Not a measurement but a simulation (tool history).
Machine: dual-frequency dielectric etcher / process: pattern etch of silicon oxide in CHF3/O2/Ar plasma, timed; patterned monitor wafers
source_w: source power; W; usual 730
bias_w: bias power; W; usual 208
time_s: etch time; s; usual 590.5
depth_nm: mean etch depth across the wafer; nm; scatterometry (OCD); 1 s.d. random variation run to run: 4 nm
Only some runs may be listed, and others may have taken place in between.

| run | hour | source_w | bias_w | time_s | read-back reference wafer on the same gauge, depth_nm | depth_nm |
|---|---|---|---|---|---|---|
| 1 | 0.0 | 730 | 208 | 590.5 | 1561.9 | 1389.2 |
| 2 | 40.5 | 730 | 208 | 590.5 | 1559.6 | 1399.2 |
|  | 147.0 | wet clean of the chamber |
| 3 | 147.5 | 730 | 208 | 590.5 | 1560.4 | 1394.7 |
| 4 | 214.6 | 730 | 208 | 590.5 | 1560.0 | 1389.3 |
| 5 | 252.3 | 850 | 208 | 503.5 | 1559.2 | 1271.0 |
| 6 | 305.4 | 850 | 208 | 503.5 | 1561.2 | 1277.2 |
| 7 | 359.5 | 730 | 208 | 590.5 | 1560.1 | 1393.3 |
| 8 | 423.2 | 730 | 208 | 590.5 | 1558.9 | 1393.9 |
| 9 | 495.6 | 730 | 232 | 590.5 | 1560.5 | 1475.8 |
|  | 592.2 | source power generator calibrated |
| 10 | 592.7 | 730 | 232 | 590.5 | 1560.2 | 1474.0 |
|  | 660.9 | wet clean of the chamber |
| 11 | 684.7 | 730 | 208 | 653.5 | 1559.5 | 1539.9 |
| 12 | 756.9 | 730 | 208 | 487.5 | 1560.9 | 1146.8 |
| 13 | 815.0 | 730 | 227 | 590.5 | 1560.4 | 1455.8 |
| 14 | 876.3 | 860 | 208 | 590.5 | 1560.4 | 1500.3 |
| 15 | 924.5 | 730 | 232 | 590.5 | 1559.6 | 1477.9 |

Run 16 has not been measured yet. What should we expect?
|  | 932.2 | gauge calibrated |
|  | 962.5 | upper electrode replaced |
| 16 | 1078.5 | 790 | 208 | 590.5 | ? | ? |

{"run 16": {"read-back reference wafer on the same gauge, depth_nm": 1560.6, "depth_nm": 1448.7}}
Take away the tool's hidden state, keep the run-to-run variation as it was, and the same run would have given depth_nm 1448.7 nm.
